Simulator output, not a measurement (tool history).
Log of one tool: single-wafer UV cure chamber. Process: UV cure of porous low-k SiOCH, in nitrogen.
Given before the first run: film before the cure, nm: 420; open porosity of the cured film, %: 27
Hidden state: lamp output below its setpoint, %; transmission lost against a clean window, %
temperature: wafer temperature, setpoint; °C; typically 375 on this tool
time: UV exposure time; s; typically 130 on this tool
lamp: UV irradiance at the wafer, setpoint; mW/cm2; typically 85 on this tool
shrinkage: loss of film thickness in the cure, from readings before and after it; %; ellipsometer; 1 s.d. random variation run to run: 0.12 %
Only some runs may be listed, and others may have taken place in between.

run    hour  temperature  time  lamp  wafers since the last listed run  hours since the UV bulbs were replaced  wafers since the quartz window was cleaned  shrinkage
  1     0.0          375   130    85                                 0                                  2074.0                                        1157      9.387
  2    24.8          375   130    85                               142                                  2098.8                                        1300      9.464
  3    95.6          375   165    85                               407                                  2169.6                                        1708     10.447
  4   157.4          375   130    53                               355                                  2231.4                                        2063      6.924
  5   211.3          375   130    53                               310                                  2285.3                                        2374      6.853
  6   283.1          375   130    85                               413                                  2357.1                                        2787      9.076
  7   327.6          375   130    85                               256                                  2401.6                                        3043      8.896
  8   358.5          375   130    85                               177                                  2432.5                                        3221      9.057
      427.5  -- UV bulbs replaced
      451.7  -- quartz window cleaned
  9   571.8          375   130    85                              1135                                   144.3                                         691      9.346
 10   597.6          380    85    62                               148                                   170.1                                         839      6.030
 11   625.9          387    55    73                               162                                   198.4                                        1002      4.980
 12   665.5          375   165    85                               227                                   238.0                                        1230     10.667
 13   699.7          375   130    59                               196                                   272.2                                        1427      7.450
 14   757.7          361   175    85                               333                                   330.2                                        1761     10.461
 15   820.4          390   170   123                               360                                   392.9                                        2122     12.699
 16   869.5          361   130    63                               282                                   442.0                                        2405      7.327
 17   930.4          375   130   117                               350                                   502.9                                        2755     10.647
 18   980.9          361   130    63                               290                                   553.4                                        3046      7.412
 19  1052.6          359   155    85                               412                                   625.1                                        3459      9.466

Results for each run, recomputed without the tool's hidden state and with each run's random variation untouched:
run  shrinkage
  1      9.896
  2     10.013
  3     11.085
  4      7.544
  5      7.504
  6      9.826
  7      9.651
  8      9.837
  9      9.732
 10      6.404
 11      5.354
 12     11.238
 13      8.007
 14     11.137
 15     13.453
 16      8.022
 17     11.444
 18      8.171
 19     10.288
